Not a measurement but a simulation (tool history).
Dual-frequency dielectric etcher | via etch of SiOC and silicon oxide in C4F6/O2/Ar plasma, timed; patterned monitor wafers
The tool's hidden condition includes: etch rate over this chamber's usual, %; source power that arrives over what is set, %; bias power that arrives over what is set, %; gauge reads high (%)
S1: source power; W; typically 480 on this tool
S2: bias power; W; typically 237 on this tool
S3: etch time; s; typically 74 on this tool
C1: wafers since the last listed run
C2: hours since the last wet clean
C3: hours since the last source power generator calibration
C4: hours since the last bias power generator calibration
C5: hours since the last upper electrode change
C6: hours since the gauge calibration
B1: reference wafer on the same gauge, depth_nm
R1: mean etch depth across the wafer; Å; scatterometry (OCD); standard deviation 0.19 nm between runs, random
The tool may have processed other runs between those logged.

run 1 hour=0 | S1=480 S2=237 S3=74 | C1=0 C2=20.9 C3=2009.5 C4=2202.9 C5=2174.2 C6=936.7 | B1=82.3 | R1=955
run 2 hour=25.2 | S1=480 S2=237 S3=74 | C1=310 C2=46.1 C3=2034.7 C4=2228.1 C5=2199.4 C6=961.9 | B1=82.4 | R1=958
run 3 hour=51.6 | S1=480 S2=237 S3=74 | C1=325 C2=72.5 C3=2061.1 C4=2254.5 C5=2225.8 C6=988.3 | B1=82.4 | R1=957
run 4 hour=115 | S1=480 S2=237 S3=74 | C1=781 C2=135.9 C3=2124.5 C4=2317.9 C5=2289.2 C6=1051.7 | B1=82.4 | R1=958
run 5 hour=184.8 | S1=480 S2=280 S3=74 | C1=860 C2=205.7 C3=2194.3 C4=2387.7 C5=2359 C6=1121.5 | B1=82.4 | R1=1011
run 6 hour=236.7 | S1=480 S2=237 S3=74 | C1=639 C2=257.6 C3=2246.2 C4=2439.6 C5=2410.9 C6=1173.4 | B1=82.4 | R1=964
run 7 hour=268.7 | S1=560 S2=252 S3=74 | C1=394 C2=289.6 C3=2278.2 C4=2471.6 C5=2442.9 C6=1205.4 | B1=82.4 | R1=1067
run 8 hour=333.9 | S1=560 S2=252 S3=74 | C1=803 C2=354.8 C3=2343.4 C4=2536.8 C5=2508.1 C6=1270.6 | B1=82.4 | R1=1072
-- hour=359.4 wet clean of the chamber
run 9 hour=361.2 | S1=560 S2=252 S3=74 | C1=40 C2=1.8 C3=2370.7 C4=2564.1 C5=2535.4 C6=1297.9 | B1=82.4 | R1=1094
-- hour=404.2 gauge calibrated
-- hour=470.3 upper electrode replaced
-- hour=509.9 wet clean of the chamber, repeated, since the last time left the tool worse
run 10 hour=510.4 | S1=480 S2=237 S3=74 | C1=1247 C2=0.5 C3=2519.9 C4=2713.3 C5=40.1 C6=106.2 | B1=82.4 | R1=952
run 11 hour=546.6 | S1=480 S2=237 S3=74 | C1=446 C2=36.7 C3=2556.1 C4=2749.5 C5=76.3 C6=142.4 | B1=82.4 | R1=952
run 12 hour=584.4 | S1=450 S2=237 S3=74 | C1=466 C2=74.5 C3=2593.9 C4=2787.3 C5=114.1 C6=180.2 | B1=82.5 | R1=927
run 13 hour=617.9 | S1=580 S2=218 S3=74 | C1=413 C2=108 C3=2627.4 C4=2820.8 C5=147.6 C6=213.7 | B1=82.4 | R1=1030
run 14 hour=644.5 | S1=390 S2=201 S3=61 | C1=327 C2=134.6 C3=2654 C4=2847.4 C5=174.2 C6=240.3 | B1=82.4 | R1=672
run 15 hour=679.4 | S1=480 S2=237 S3=74 | C1=430 C2=169.5 C3=2688.9 C4=2882.3 C5=209.1 C6=275.2 | B1=82.5 | R1=963
-- hour=708.1 bias power generator calibrated
run 16 hour=742.2 | S1=480 S2=237 S3=74 | C1=724 C2=232.3 C3=2751.7 C4=34.1 C5=271.9 C6=338 | B1=82.4 | R1=964
run 17 hour=796.5 | S1=480 S2=237 S3=74 | C1=669 C2=286.6 C3=2806 C4=88.4 C5=326.2 C6=392.3 | B1=82.4 | R1=968
-- hour=815 source power generator calibrated
run 18 hour=861.1 | S1=480 S2=237 S3=74 | C1=747 C2=351.2 C3=46.1 C4=153 C5=390.8 C6=456.9 | B1=82.4 | R1=968
-- hour=902.2 wet clean of the chamber
run 19 hour=902.7 | S1=450 S2=293 S3=74 | C1=216 C2=0.5 C3=87.7 C4=194.6 C5=432.4 C6=498.5 | B1=82.4 | R1=976
run 20 hour=957.9 | S1=480 S2=237 S3=90 | C1=680 C2=55.7 C3=142.9 C4=249.8 C5=487.6 C6=553.7 | B1=82.4 | R1=1164
run 21 hour=1002 | S1=570 S2=194 S3=87 | C1=543 C2=99.8 C3=187 C4=293.9 C5=531.7 C6=597.8 | B1=82.4 | R1=1170
run 22 hour=1031.9 | S1=480 S2=237 S3=60 | C1=368 C2=129.7 C3=216.9 C4=323.8 C5=561.6 C6=627.7 | B1=82.3 | R1=777
run 23 hour=1057.1 | S1=480 S2=203 S3=61 | C1=310 C2=154.9 C3=242.1 C4=349 C5=586.8 C6=652.9 | B1=82.5 | R1=759

The tool's hidden state at each run:
source power that arrives over what is set, %: 0 in every run
bias power that arrives over what is set, %: 0 in every run
gauge reads high (%): 0 in every run
H1: etch rate over this chamber's usual, %
run=1 H1=0.118
run=2 H1=0.247
run=3 H1=0.383
run=4 H1=0.709
run=5 H1=1.07
run=6 H1=1.33
run=7 H1=1.5
run=8 H1=1.83
run=9 H1=3.89
run=10 H1=-0.13
run=11 H1=0.0563
run=12 H1=0.251
run=13 H1=0.423
run=14 H1=0.56
run=15 H1=0.739
run=16 H1=1.06
run=17 H1=1.34
run=18 H1=1.67
run=19 H1=-0.0865
run=20 H1=0.197
run=21 H1=0.424
run=22 H1=0.578
run=23 H1=0.707

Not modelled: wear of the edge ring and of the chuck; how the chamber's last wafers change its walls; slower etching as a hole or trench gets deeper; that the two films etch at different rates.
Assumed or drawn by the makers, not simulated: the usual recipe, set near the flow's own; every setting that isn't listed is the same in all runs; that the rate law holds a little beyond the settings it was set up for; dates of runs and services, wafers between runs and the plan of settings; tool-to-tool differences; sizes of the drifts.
